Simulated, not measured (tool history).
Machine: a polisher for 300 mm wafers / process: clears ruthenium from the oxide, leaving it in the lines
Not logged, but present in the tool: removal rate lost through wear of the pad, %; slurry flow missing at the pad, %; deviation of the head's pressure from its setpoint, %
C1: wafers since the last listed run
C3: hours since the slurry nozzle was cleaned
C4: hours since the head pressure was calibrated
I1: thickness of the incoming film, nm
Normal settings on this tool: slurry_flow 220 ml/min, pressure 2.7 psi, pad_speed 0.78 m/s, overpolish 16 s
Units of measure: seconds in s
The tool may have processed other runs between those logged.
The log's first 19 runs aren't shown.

run 20 hour=579.2 | slurry_flow=220 pressure=2.3 pad_speed=0.96 overpolish=16 | C1=313 wafers_polished_on_this_pad=1309 C3=133.2 C4=328.1 | I1=100.4 | seconds=95.5
run 21 hour=595.8 | slurry_flow=220 pressure=2.7 pad_speed=0.78 overpolish=16 | C1=177 wafers_polished_on_this_pad=1487 C3=149.8 C4=344.7 | I1=99.3 | seconds=98.7
run 22 hour=616.1 | slurry_flow=175 pressure=2.7 pad_speed=0.78 overpolish=16 | C1=217 wafers_polished_on_this_pad=1704 C3=170.1 C4=365 | I1=99.6 | seconds=102.2
run 23 hour=633.2 | slurry_flow=285 pressure=2.3 pad_speed=0.78 overpolish=16 | C1=183 wafers_polished_on_this_pad=1887 C3=187.2 C4=382.1 | I1=98.1 | seconds=112.5
run 24 hour=646.6 | slurry_flow=295 pressure=2.7 pad_speed=0.7 overpolish=7 | C1=143 wafers_polished_on_this_pad=2031 C3=200.6 C4=395.5 | I1=99.5 | seconds=111.1
-- hour=665.2 worn pad replaced by a new one
run 25 hour=669.5 | slurry_flow=255 pressure=3.2 pad_speed=1 overpolish=24 | C1=202 wafers_polished_on_this_pad=46 C3=223.5 C4=418.4 | I1=99.8 | seconds=64.8
run 26 hour=687.8 | slurry_flow=220 pressure=2.7 pad_speed=0.78 overpolish=20 | C1=196 wafers_polished_on_this_pad=242 C3=241.8 C4=436.7 | I1=99.6 | seconds=99.9
run 27 hour=717.4 | slurry_flow=195 pressure=2.7 pad_speed=0.78 overpolish=22 | C1=317 wafers_polished_on_this_pad=559 C3=271.4 C4=466.3 | I1=99.7 | seconds=106.6
run 28 hour=735.6 | slurry_flow=270 pressure=2.5 pad_speed=0.78 overpolish=16 | C1=194 wafers_polished_on_this_pad=754 C3=289.6 C4=484.5 | I1=98.6 | seconds=107.8
run 29 hour=753.1 | slurry_flow=220 pressure=2.7 pad_speed=0.78 overpolish=25 | C1=187 wafers_polished_on_this_pad=941 C3=307.1 C4=502 | I1=99.2 | seconds=105.1
run 30 hour=781.1 | slurry_flow=220 pressure=2.7 pad_speed=0.78 overpolish=10 | C1=299 wafers_polished_on_this_pad=1241 C3=335.1 C4=530 | I1=98.7 | seconds=101.7
run 31 hour=811.7 | slurry_flow=220 pressure=2.7 pad_speed=0.78 overpolish=16 | C1=327 wafers_polished_on_this_pad=1569 C3=365.7 C4=560.6 | I1=98.9 | seconds=101.4
run 32 hour=829.9 | slurry_flow=220 pressure=2.7 pad_speed=0.78 overpolish=16 | C1=194 wafers_polished_on_this_pad=1764 C3=383.9 C4=578.8 | I1=100.3 | seconds=104.1
run 33 hour=851.7 | slurry_flow=220 pressure=2.7 pad_speed=0.78 overpolish=19 | C1=233 wafers_polished_on_this_pad=1997 C3=405.7 C4=600.6 | I1=101.4 | seconds=103.1
run 34 hour=876.4 | slurry_flow=220 pressure=2.7 pad_speed=0.94 overpolish=16 | C1=264 wafers_polished_on_this_pad=2262 C3=430.4 C4=625.3 | I1=100 | seconds=85.9
-- hour=909.5 worn pad replaced by a new one
run 35 hour=910 | slurry_flow=220 pressure=2.7 pad_speed=0.78 overpolish=16 | C1=317 wafers_polished_on_this_pad=5 C3=464 C4=658.9 | I1=98.3 | seconds=102.5
run 36 hour=939.9 | slurry_flow=220 pressure=2.7 pad_speed=0.52 overpolish=16 | C1=320 wafers_polished_on_this_pad=325 C3=493.9 C4=688.8 | I1=100.4 | seconds=157

Each row is a separate what-if for the run after 36, all from the same tool condition, not one after another. Results?
run A hour=940.4 | slurry_flow=220 pressure=2.7 pad_speed=0.78 overpolish=16 | C1=5 wafers_polished_on_this_pad=331 C3=494.4 C4=689.3 | I1=100.7 | seconds=?
run B hour=940.4 | slurry_flow=250 pressure=2.7 pad_speed=0.78 overpolish=22 | C1=5 wafers_polished_on_this_pad=331 C3=494.4 C4=689.3 | I1=100.7 | seconds=?
run C hour=940.4 | slurry_flow=165 pressure=3 pad_speed=1.04 overpolish=24 | C1=5 wafers_polished_on_this_pad=331 C3=494.4 C4=689.3 | I1=100.7 | seconds=?
run D hour=940.4 | slurry_flow=155 pressure=3.2 pad_speed=0.96 overpolish=16 | C1=5 wafers_polished_on_this_pad=331 C3=494.4 C4=689.3 | I1=100.7 | seconds=?
run E hour=940.4 | slurry_flow=185 pressure=2.2 pad_speed=0.66 overpolish=7 | C1=5 wafers_polished_on_this_pad=331 C3=494.4 C4=689.3 | I1=100.7 | seconds=?

run=A seconds=103.3
run=B seconds=101.2
run=C seconds=73.5
run=D seconds=75.6
run=E seconds=154.4
What these runs would have given with no unlogged condition in the tool:
run=A seconds=96.3
run=B seconds=95.1
run=C seconds=67.3
run=D seconds=68.9
run=E seconds=142.5
